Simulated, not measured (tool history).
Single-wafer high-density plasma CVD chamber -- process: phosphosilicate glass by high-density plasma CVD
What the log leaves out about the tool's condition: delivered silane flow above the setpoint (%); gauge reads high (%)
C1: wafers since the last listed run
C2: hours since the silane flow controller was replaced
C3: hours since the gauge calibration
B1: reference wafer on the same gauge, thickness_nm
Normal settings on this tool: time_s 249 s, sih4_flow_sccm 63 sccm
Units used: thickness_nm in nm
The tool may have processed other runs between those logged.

Run 1, hour 0: usual settings; C1 0; C2 4645.2; C3 340.8; B1 1829.229. Result: thickness_nm 1677.825 nm.
Run 2, hour 47.6: usual settings but time_s 270 s, sih4_flow_sccm 70 sccm; C1 402; C2 4692.8; C3 388.4; B1 1829.446. Result: thickness_nm 1971.042 nm.
Run 3, hour 71: usual settings but time_s 260 s; C1 198; C2 4716.2; C3 411.8; B1 1829.034. Result: thickness_nm 1759.047 nm.
Run 4, hour 88.6: usual settings; C1 148; C2 4733.8; C3 429.4; B1 1828.703. Result: thickness_nm 1682.755 nm.
Run 5, hour 119.8: usual settings; C1 264; C2 4765; C3 460.6; B1 1829.547. Result: thickness_nm 1682.242 nm.
Run 6, hour 133.5: usual settings; C1 115; C2 4778.7; C3 474.3; B1 1831.034. Result: thickness_nm 1683.091 nm.
Run 7, hour 143.9: usual settings; C1 88; C2 4789.1; C3 484.7; B1 1828.921. Result: thickness_nm 1682.931 nm.
Run 8, hour 155.8: usual settings; C1 100; C2 4801; C3 496.6; B1 1828.958. Result: thickness_nm 1684.778 nm.
Run 9, hour 166.5: usual settings; C1 90; C2 4811.7; C3 507.3; B1 1830.742. Result: thickness_nm 1683.966 nm.
Run 10, hour 182.1: usual settings; C1 132; C2 4827.3; C3 522.9; B1 1829.839. Result: thickness_nm 1685.986 nm.
Run 11, hour 188.5: usual settings; C1 54; C2 4833.7; C3 529.3; B1 1829.266. Result: thickness_nm 1681.615 nm.
Run 12, hour 203.4: usual settings; C1 126; C2 4848.6; C3 544.2; B1 1830.726. Result: thickness_nm 1685.455 nm.
At hour 212.2: silane flow controller replaced.
Run 13, hour 217.3: usual settings; C1 49; C2 5.1; C3 558.1; B1 1829.993. Result: thickness_nm 1617.498 nm.
At hour 224.5: gauge calibrated.
Run 14, hour 233.3: usual settings; C1 135; C2 21.1; C3 8.8; B1 1830.268. Result: thickness_nm 1614.099 nm.
Run 15, hour 269.5: usual settings; C1 306; C2 57.3; C3 45; B1 1829.57. Result: thickness_nm 1611.213 nm.
Run 16, hour 283.2: usual settings; C1 115; C2 71; C3 58.7; B1 1828.97. Result: thickness_nm 1613.569 nm.
Run 17, hour 294.4: usual settings; C1 94; C2 82.2; C3 69.9; B1 1830.57. Result: thickness_nm 1616.576 nm.
Run 18, hour 305.2: usual settings but sih4_flow_sccm 53 sccm; C1 91; C2 93; C3 80.7; B1 1830.282. Result: thickness_nm 1424.223 nm.
Run 19, hour 322.4: usual settings; C1 145; C2 110.2; C3 97.9; B1 1829.144. Result: thickness_nm 1615.699 nm.
Run 20, hour 331.5: usual settings but sih4_flow_sccm 70 sccm; C1 77; C2 119.3; C3 107; B1 1829.141. Result: thickness_nm 1746.824 nm.
Run 21, hour 347.4: usual settings but time_s 263 s, sih4_flow_sccm 67 sccm; C1 134; C2 135.2; C3 122.9; B1 1829.275. Result: thickness_nm 1785.463 nm.
Run 22, hour 364.5: usual settings; C1 144; C2 152.3; C3 140; B1 1829.96. Result: thickness_nm 1610.077 nm.
Run 23, hour 373.5: usual settings but time_s 228 s, sih4_flow_sccm 58 sccm; C1 76; C2 161.3; C3 149; B1 1830.529. Result: thickness_nm 1390.746 nm.
Run 24, hour 386.6: usual settings; C1 110; C2 174.4; C3 162.1; B1 1829.663. Result: thickness_nm 1612.007 nm.
Run 25, hour 403.6: usual settings but sih4_flow_sccm 69 sccm; C1 143; C2 191.4; C3 179.1; B1 1829.517. Result: thickness_nm 1723.521 nm.
Run 26, hour 416.4: usual settings but time_s 275 s, sih4_flow_sccm 58 sccm; C1 108; C2 204.2; C3 191.9; B1 1829.983. Result: thickness_nm 1679.972 nm.
Run 27, hour 432.4: usual settings but time_s 226 s; C1 135; C2 220.2; C3 207.9; B1 1831.616. Result: thickness_nm 1462.496 nm.
Run 28, hour 463.8: usual settings but time_s 260 s; C1 265; C2 251.6; C3 239.3; B1 1830.604. Result: thickness_nm 1686.177 nm.
Run 29, hour 473.6: usual settings but time_s 225 s, sih4_flow_sccm 74 sccm; C1 82; C2 261.4; C3 249.1; B1 1830.153. Result: thickness_nm 1646.471 nm.
Run 30, hour 487.3: usual settings but time_s 280 s, sih4_flow_sccm 52 sccm; C1 115; C2 275.1; C3 262.8; B1 1830.421. Result: thickness_nm 1577.42 nm.
Run 31, hour 503.4: usual settings; C1 136; C2 291.2; C3 278.9; B1 1829.078. Result: thickness_nm 1610.164 nm.
Run 32, hour 509.9: usual settings but time_s 275 s, sih4_flow_sccm 51 sccm; C1 55; C2 297.7; C3 285.4; B1 1830.598. Result: thickness_nm 1532.147 nm.
Run 33, hour 524.5: usual settings; C1 123; C2 312.3; C3 300; B1 1829.653. Result: thickness_nm 1612.017 nm.
Run 34, hour 534.6: usual settings but time_s 283 s, sih4_flow_sccm 75 sccm; C1 85; C2 322.4; C3 310.1; B1 1830.777. Result: thickness_nm 2093.571 nm.

Consider 4 possible next runs. They are alternatives, not a sequence: every one starts from the tool as it was left by run 34. What does each give?
Run A, hour 535.1: usual settings but time_s 292 s; C1 4; C2 322.9; C3 310.6; B1 ?. Result: thickness_nm ?.
Run B, hour 535.1: usual settings but time_s 211 s, sih4_flow_sccm 58 sccm; C1 4; C2 322.9; C3 310.6; B1 ?. Result: thickness_nm ?.
Run C, hour 535.1: usual settings but time_s 206 s, sih4_flow_sccm 57 sccm; C1 4; C2 322.9; C3 310.6; B1 ?. Result: thickness_nm ?.
Run D, hour 535.1: usual settings but time_s 293 s, sih4_flow_sccm 60 sccm; C1 4; C2 322.9; C3 310.6; B1 ?. Result: thickness_nm ?.

run        B1  thickness_nm
  A  1830.974      1895.387
  B  1830.974      1289.057
  C  1830.974      1242.782
  D  1830.974      1834.762
What these runs would have given with no unlogged condition in the tool:
run  thickness_nm
  A      1895.292
  B      1288.992
  C      1242.719
  D      1834.669
